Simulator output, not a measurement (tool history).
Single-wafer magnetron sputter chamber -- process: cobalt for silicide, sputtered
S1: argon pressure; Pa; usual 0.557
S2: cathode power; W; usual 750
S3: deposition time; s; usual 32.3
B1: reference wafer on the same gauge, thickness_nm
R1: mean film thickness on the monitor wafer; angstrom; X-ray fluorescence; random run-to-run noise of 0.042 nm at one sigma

run 1 hour=0 | S1=0.557 S2=750 S3=32.3 | B1=10.392 | R1=107.78
-- hour=33.6 gauge calibrated
run 2 hour=65.1 | S1=0.557 S2=750 S3=32.3 | B1=10.761 | R1=111.2
run 3 hour=120.8 | S1=0.557 S2=750 S3=32.3 | B1=10.718 | R1=110.86
run 4 hour=158.5 | S1=0.482 S2=750 S3=32.3 | B1=10.678 | R1=112.89
run 5 hour=182.9 | S1=0.698 S2=750 S3=32.3 | B1=10.677 | R1=105.85
run 6 hour=242 | S1=0.698 S2=750 S3=32.3 | B1=10.622 | R1=105.64
-- hour=314 sputter target and shields replaced
run 7 hour=423.8 | S1=0.557 S2=750 S3=32.3 | B1=10.546 | R1=108.33
run 8 hour=462.2 | S1=0.557 S2=850 S3=32.3 | B1=10.531 | R1=124.26
run 9 hour=523.9 | S1=0.557 S2=850 S3=32.3 | B1=10.52 | R1=123.08
run 10 hour=576.5 | S1=0.557 S2=750 S3=32.3 | B1=10.497 | R1=108.57
run 11 hour=618.3 | S1=0.557 S2=750 S3=32.3 | B1=10.494 | R1=108.58
-- hour=671 capacitance manometer re-zeroed and calibrated
run 12 hour=671.5 | S1=0.557 S2=750 S3=29.3 | B1=10.478 | R1=98.77
run 13 hour=722.2 | S1=0.557 S2=700 S3=32.3 | B1=10.476 | R1=101.27
-- hour=735.2 sputter target and shields replaced
run 14 hour=788.6 | S1=0.557 S2=700 S3=32.3 | B1=10.462 | R1=101.34
run 15 hour=829.1 | S1=0.557 S2=700 S3=32.3 | B1=10.459 | R1=100.71
run 16 hour=866.7 | S1=0.557 S2=900 S3=32.3 | B1=10.45 | R1=129.35
run 17 hour=892.8 | S1=0.557 S2=750 S3=36.4 | B1=10.44 | R1=123.02
run 18 hour=945.4 | S1=0.557 S2=750 S3=29.2 | B1=10.443 | R1=98.17
run 19 hour=984.6 | S1=0.488 S2=600 S3=32.3 | B1=10.442 | R1=88.38
run 20 hour=1054.4 | S1=0.354 S2=750 S3=27 | B1=10.438 | R1=96.02
-- hour=1092.1 sputter target and shields replaced
run 21 hour=1109.1 | S1=0.557 S2=600 S3=34.7 | B1=10.42 | R1=92.4
run 22 hour=1142.2 | S1=0.557 S2=750 S3=29.2 | B1=10.434 | R1=97.21
-- hour=1178.9 gauge calibrated
run 23 hour=1213.2 | S1=0.415 S2=750 S3=28.3 | B1=10.74 | R1=101.79
run 24 hour=1273.7 | S1=0.557 S2=750 S3=36.4 | B1=10.687 | R1=124.91
run 25 hour=1306 | S1=0.557 S2=750 S3=32.3 | B1=10.669 | R1=110.65
-- hour=1314.5 magnet pack replaced
run 26 hour=1372.8 | S1=0.557 S2=800 S3=32.3 | B1=10.624 | R1=117.36
run 27 hour=1398.7 | S1=0.378 S2=600 S3=32.3 | B1=10.61 | R1=92.82
-- hour=1457.9 sputter target and shields replaced
run 28 hour=1468.4 | S1=0.73 S2=750 S3=27.6 | B1=10.569 | R1=89.09
run 29 hour=1519.6 | S1=0.482 S2=750 S3=32.3 | B1=10.547 | R1=111.6
run 30 hour=1551.1 | S1=0.557 S2=600 S3=34.7 | B1=10.533 | R1=93.47
run 31 hour=1588.3 | S1=0.439 S2=850 S3=35.4 | B1=10.529 | R1=141.15
run 32 hour=1640.5 | S1=0.557 S2=750 S3=28.6 | B1=10.508 | R1=95.87
run 33 hour=1675.5 | S1=0.557 S2=850 S3=28.3 | B1=10.496 | R1=108.49
run 34 hour=1738.1 | S1=0.557 S2=750 S3=35.9 | B1=10.475 | R1=120.36
run 35 hour=1766 | S1=0.557 S2=750 S3=32.3 | B1=10.473 | R1=108.56

Here are 4 independent what-if runs from the current tool condition. What would each one return?
run A hour=1766.4 | S1=0.557 S2=750 S3=38.4 | B1=? | R1=?
run B hour=1766.4 | S1=0.389 S2=550 S3=25.9 | B1=? | R1=?
run C hour=1766.4 | S1=0.363 S2=750 S3=32.3 | B1=? | R1=?
run D hour=1766.4 | S1=0.557 S2=750 S3=38.1 | B1=? | R1=?

run=A B1=10.472 R1=128.77
run=B B1=10.472 R1=66.91
run=C B1=10.472 R1=114.66
run=D B1=10.472 R1=127.76
With no hidden state in the tool, these same runs would have given:
run=A R1=132.8
run=B R1=69
run=C R1=118.25
run=D R1=131.76

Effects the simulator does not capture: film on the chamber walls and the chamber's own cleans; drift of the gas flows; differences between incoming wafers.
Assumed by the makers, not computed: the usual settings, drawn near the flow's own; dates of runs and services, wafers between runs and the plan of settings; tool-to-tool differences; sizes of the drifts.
